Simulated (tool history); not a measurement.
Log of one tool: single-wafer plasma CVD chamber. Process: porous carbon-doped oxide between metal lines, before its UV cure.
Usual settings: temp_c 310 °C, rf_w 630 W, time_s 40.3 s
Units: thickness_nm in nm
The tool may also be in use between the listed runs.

run   hour  temp_c  rf_w  time_s  wafers since the last listed run  hours since the last thermocouple change  hours since the last RF generator calibration  hours since the showerhead was replaced  hours since the gauge calibration  read-back reference wafer on the same gauge, thickness_nm  thickness_nm
  1      0     310   630    40.3                                 0                                     508.1                                         1214.3                                   3631.3                              179.2                                                    276.368       243.088
  2   27.8     310   630    40.3                               301                                     535.9                                         1242.1                                   3659.1                                207                                                      276.1       241.376
  3   55.7     310   630    40.3                               302                                     563.8                                           1270                                     3687                              234.9                                                    275.836       240.621
  4   91.1     318   630    40.3                               384                                     599.2                                         1305.4                                   3722.4                              270.3                                                    276.039       232.464
  5  116.5     318   630    40.3                               275                                     624.6                                         1330.8                                   3747.8                              295.7                                                    275.965       232.894
  6  146.7     310   630    35.2                               327                                     654.8                                           1361                                     3778                              325.9                                                    276.084       211.338
  7    174     310   630    35.2                               296                                     682.1                                         1388.3                                   3805.3                              353.2                                                    275.902        210.26
  8  209.1     310   630    40.3                               381                                     717.2                                         1423.4                                   3840.4                              388.3                                                    275.923        240.54
  9  225.7     310   630    40.3                               180                                     733.8                                           1440                                     3857                              404.9                                                    276.156       240.672
 10  246.9     310   725    40.3                               230                                       755                                         1461.2                                   3878.2                              426.1                                                    276.037       269.887
 11  270.3     310   570    40.3                               254                                     778.4                                         1484.6                                   3901.6                              449.5                                                    276.057       219.484
 12  295.5     310   570    40.3                               273                                     803.6                                         1509.8                                   3926.8                              474.7                                                    276.058       217.716
 13  310.9     310   570    40.3                               167                                       819                                         1525.2                                   3942.2                              490.1                                                    275.934       219.312
     318.2  -- gauge calibrated
 14  339.4     310   630    40.3                               309                                     847.5                                         1553.7                                   3970.7                               21.2                                                    275.692        238.86
 15  363.3     296   510      44                               259                                     871.4                                         1577.6                                   3994.6                               45.1                                                    276.092       228.347
     393.3  -- RF generator calibrated
 16  393.8     315   550    45.6                               244                                     901.9                                            0.5                                   4025.1                               75.6                                                    276.188       232.195
 17  404.5     310   630    40.3                               116                                     912.6                                           11.2                                   4035.8                               86.3                                                    276.129       238.647
 18  429.3     310   630    40.3                               269                                     937.4                                             36                                   4060.6                              111.1                                                    276.082       237.116
     466.8  -- thermocouple changed; heater temperature recalibrated
 19  467.3     316   560      44                               325                                       0.5                                             74                                   4098.6                              149.1                                                    276.131        232.39
 20  499.2     297   555    47.3                               346                                      32.4                                          105.9                                   4130.5                                181                                                    276.003       270.494
     512.2  -- showerhead replaced
 21  533.5     295   630    35.7                               285                                      66.7                                          140.2                                     21.3                              215.3                                                    276.039       232.279
 22  564.8     310   630    40.3                               339                                        98                                          171.5                                     52.6                              246.6                                                    275.957       243.506
 23  600.1     310   715    40.3                               383                                     133.3                                          206.8                                     87.9                              281.9                                                    276.206       269.735
 24  620.3     310   590    44.1                               219                                     153.5                                            227                                    108.1                              302.1                                                    276.155       249.681
 25  653.1     310   740    43.3                               356                                     186.3                                          259.8                                    140.9                              334.9                                                    275.834       297.532
 26  684.5     296   695    40.3                               340                                     217.7                                          291.2                                    172.3                              366.3                                                    276.093       280.392
 27  699.3     310   630    32.6                               160                                     232.5                                            306                                    187.1                              381.1                                                    276.191       196.941
 28  730.3     319   685    40.3                               336                                     263.5                                            337                                    218.1                              412.1                                                    275.907       249.998

The tool's hidden state at each run:
delivered RF power above the setpoint (%): 0 in every run
gauge reads high (%): 0 in every run
H1: wafer temperature above the value expected at the setpoint (K)
run        H1
  1     0.736
  2     0.925
  3      1.12
  4      1.39
  5      1.59
  6      1.84
  7      2.08
  8       2.4
  9      2.56
 10      2.76
 11      2.99
 12      3.25
 13      3.42
 14      3.72
 15      3.99
 16      4.34
 17      4.47
 18      4.77
 19   -0.0308
 20    -0.024
 21  -0.00188
 22    0.0316
 23    0.0846
 24     0.122
 25     0.195
 26     0.277
 27      0.32
 28      0.42
